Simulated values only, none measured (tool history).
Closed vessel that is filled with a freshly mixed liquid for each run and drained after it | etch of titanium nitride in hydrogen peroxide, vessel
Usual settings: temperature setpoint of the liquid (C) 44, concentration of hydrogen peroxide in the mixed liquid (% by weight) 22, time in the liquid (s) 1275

run	hour	temperature setpoint of the liquid (C)	concentration of hydrogen peroxide in the mixed liquid (% by weight)	time in the liquid (s)	read-back film thickness of the titanium nitride reference wafer, read on the same gauge (nm)	thickness taken off the titanium nitride on a monitor wafer (Å)
1	0	44	22	1275	30	283.8
2	71.9	44	22	1275	30	281.5
3	131.2	44	22	1275	30	282.2
4	178.2	44	22	1275	30	283.5
5	225.7	44	23.5	1275	29.99	285.7
# hour 260: thermometer replaced
6	377.7	44	22	1800	30	408.5
7	402.8	44	22	945	30	214.4
# hour 458.2: new drum of peroxide connected
# hour 468.9: peroxide flow meter replaced
8	469.4	44	22	1275	29.98	292.9
9	504.5	44	22	1275	30	294.5
10	566.5	44	22	1275	30.01	293
11	599.6	44	22	1275	30	293
12	635.5	38.5	22	1000	30	149.8
13	750.7	48	22	1650	30	503.8
14	788.7	36.5	27.5	1275	29.99	171.1
15	824.8	50.5	26.5	1275	30.01	488.5
16	856.1	44	22	1720	29.98	388.9
# hour 910.9: gauge calibrated
17	926.8	39.5	17	785	29.99	117.9
18	988.1	35	22	2000	30	222.4
19	1030.8	38	22	515	30.01	72.8
# hour 1051.6: new drum of peroxide connected
20	1064.3	48.5	20	1760	30	542.2
21	1113.9	44	27.5	1595	30.01	377.8
22	1153.2	44	22	1275	29.99	287.4
23	1222.4	39	22	1275	30.02	195.2
24	1254	40	19.5	625	30.01	100.5
# hour 1260.7: peroxide flow meter replaced
25	1317.1	44	22	1275	29.99	283.5
26	1380.3	44	22	1275	30	281.4
27	1413.8	53.5	27	1050	30.02	485.3
# hour 1466.3: thermometer replaced
28	1472.2	47	26	1590	29.99	474.2

Forecast each of these 5 alternatives for the next run:
A	1473.2	44	22	1275	?	?
B	1473.2	44	26	1275	?	?
C	1473.2	38.5	19.5	1065	?	?
D	1473.2	46.5	24.5	905	?	?
E	1473.2	51.5	25.5	1695	?	?

run	read-back film thickness of the titanium nitride reference wafer, read on the same gauge (nm)	thickness taken off the titanium nitride on a monitor wafer (Å)
A	29.98	295.3
B	29.98	306.1
C	29.98	158
D	29.98	258.4
E	29.98	702.1
Without the tool's hidden state the same runs would have given:
run	thickness taken off the titanium nitride on a monitor wafer (Å)
A	299.4
B	310.5
C	160.2
D	262
E	711.9
